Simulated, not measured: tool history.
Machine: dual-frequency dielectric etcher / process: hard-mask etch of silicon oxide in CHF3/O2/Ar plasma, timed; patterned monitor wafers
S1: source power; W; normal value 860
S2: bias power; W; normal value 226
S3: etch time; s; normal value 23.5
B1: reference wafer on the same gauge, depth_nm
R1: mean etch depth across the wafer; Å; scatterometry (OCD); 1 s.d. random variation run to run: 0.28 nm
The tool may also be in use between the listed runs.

run   hour   S1   S2    S3    B1   R1
  1      0  860  226  23.5    71  615
  2   10.8  860  226  23.5  71.2  615
  3   24.6  860  226  23.5  70.9  615
  4   31.4  860  226  23.5  71.1  612
  5   41.5  860  226  23.5  71.1  612
  6   55.3  860  226  23.5  71.2  611
  7   62.1  860  226  23.5  71.2  615
      78.6  -- bias power generator calibrated
      86.2  -- wet clean of the chamber
  8   86.7  860  226  23.5  71.1  586
       102  -- gauge calibrated
     114.2  -- source power generator calibrated
       117  -- upper electrode replaced
     129.2  -- wet clean of the chamber, repeated, since the last time left the tool worse
  9  129.7  740  203  23.5  71.1  564
 10    130  860  226  23.5  71.1  623
 11  130.3  860  274  23.5  71.2  687
 12  130.6  860  182  23.5  71.1  578
 13  139.3  860  226  23.5  71.2  629
 14  147.1  980  226  23.5  71.1  664
 15  161.5  860  173    18    71  431
 16  177.5  860  226    29  71.2  773
 17  190.2  860  226    29  71.1  774

Below are 5 alternative next runs, each starting from the tool's condition after run 17. Predict each:
  A  190.6  710  226  23.5   ?   ?
  B  190.6  860  250  23.5   ?   ?
  C  190.6  860  226  25.5   ?   ?
  D  190.6  790  226    29   ?   ?
  E  190.6  790  243  27.5   ?   ?

run    B1   R1
  A  71.1  576
  B  71.1  653
  C  71.1  680
  D  71.1  745
  E  71.1  728
Without the tool's unlogged condition, the same runs would have read:
run   R1
  A  581
  B  659
  C  686
  D  752
  E  734
